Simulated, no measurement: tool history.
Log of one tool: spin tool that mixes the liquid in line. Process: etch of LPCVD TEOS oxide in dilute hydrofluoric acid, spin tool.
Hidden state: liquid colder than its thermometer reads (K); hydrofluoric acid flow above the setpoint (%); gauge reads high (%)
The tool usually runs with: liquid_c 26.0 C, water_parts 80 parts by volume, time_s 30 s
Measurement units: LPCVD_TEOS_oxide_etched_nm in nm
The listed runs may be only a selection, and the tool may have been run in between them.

run    hour  liquid_c  water_parts  time_s  wafers since the last listed run  hours since the thermometer was replaced  hours since the hydrofluoric acid flow meter was replaced  hours since the gauge calibration  read-back film thickness of the LPCVD TEOS oxide reference wafer, read on the same gauge (nm)  LPCVD_TEOS_oxide_etched_nm
  1     0.0      26.0           80      30                                 0                                    2258.2                                                      124.6                              248.3                                                                                         150.00                       23.98
  2    47.3      26.0           80      30                               739                                    2305.5                                                      171.9                              295.6                                                                                         149.99                       23.73
  3   135.1      26.0           80      30                              1372                                    2393.3                                                      259.7                              383.4                                                                                         149.98                       23.78
  4   191.2      26.0           80      30                               876                                    2449.4                                                      315.8                              439.5                                                                                         150.02                       23.40
  5   257.4      26.0           80      30                              1034                                    2515.6                                                      382.0                              505.7                                                                                         149.96                       23.54
  6   287.9      26.0           80      30                               476                                    2546.1                                                      412.5                              536.2                                                                                         150.07                       23.49
  7   331.0      26.0           80      30                               673                                    2589.2                                                      455.6                              579.3                                                                                         149.98                       23.20
      350.8  -- hydrofluoric acid flow meter replaced
  8   392.6      26.0           80      30                               947                                    2650.8                                                       41.8                              640.9                                                                                         150.01                       23.50
      398.6  -- gauge calibrated
  9   434.4      26.0           80      30                               653                                    2692.6                                                       83.6                               35.8                                                                                         149.95                       23.24
 10   496.7      22.5          105      30                               973                                    2754.9                                                      145.9                               98.1                                                                                         149.99                       14.80
 11   561.9      26.0           80      30                              1019                                    2820.1                                                      211.1                              163.3                                                                                         149.99                       22.94
 12   628.9      26.0           80      30                              1047                                    2887.1                                                      278.1                              230.3                                                                                         150.02                       23.41
 13   665.9      28.5           80      30                               578                                    2924.1                                                      315.1                              267.3                                                                                         150.01                       25.60
 14   695.9      24.5           40      20                               468                                    2954.1                                                      345.1                              297.3                                                                                         149.99                       30.21
      708.2  -- thermometer replaced
 15   727.3      24.5           95      30                               475                                      19.1                                                      376.5                              328.7                                                                                         150.02                       19.95
      743.5  -- hydrofluoric acid flow meter replaced
 16   756.3      26.0           80      30                               437                                      48.1                                                       12.8                              357.7                                                                                         150.01                       25.90
 17   805.7      23.0          115      15                               772                                      97.5                                                       62.2                              407.1                                                                                         149.97                        7.64
 18   870.5      26.0           80      20                              1012                                     162.3                                                      127.0                              471.9                                                                                         149.96                       17.31
 19   921.4      26.0           80      30                               795                                     213.2                                                      177.9                              522.8                                                                                         149.99                       25.86
 20   977.4      30.5          110      30                               875                                     269.2                                                      233.9                              578.8                                                                                         149.99                       21.45
 21  1043.6      29.0          120      15                              1034                                     335.4                                                      300.1                              645.0                                                                                         150.01                        9.07
     1045.2  -- gauge calibrated
 22  1101.5      26.0           80      30                               905                                     393.3                                                      358.0                               56.3                                                                                         149.95                       25.36
 23  1126.7      31.0           40      30                               393                                     418.5                                                      383.2                               81.5                                                                                         149.99                       65.69
 24  1161.5      26.0           50      30                               543                                     453.3                                                      418.0                              116.3                                                                                         150.03                       42.49

Forecast each of these 3 alternatives for the next run:
  A  1161.9      26.0           80      45                                 6                                     453.7                                                      418.4                              116.7                                                                                              ?                           ?
  B  1161.9      21.5           70      40                                 6                                     453.7                                                      418.4                              116.7                                                                                              ?                           ?
  C  1161.9      23.5          120      15                                 6                                     453.7                                                      418.4                              116.7                                                                                              ?                           ?

run  read-back film thickness of the LPCVD TEOS oxide reference wafer, read on the same gauge (nm)  LPCVD_TEOS_oxide_etched_nm
  A                                                                                         150.01                       38.18
  B                                                                                         150.01                       32.72
  C                                                                                         150.01                        7.32
Without the tool's unlogged condition, the same runs would have read:
run  LPCVD_TEOS_oxide_etched_nm
  A                       38.79
  B                       33.27
  C                        7.43
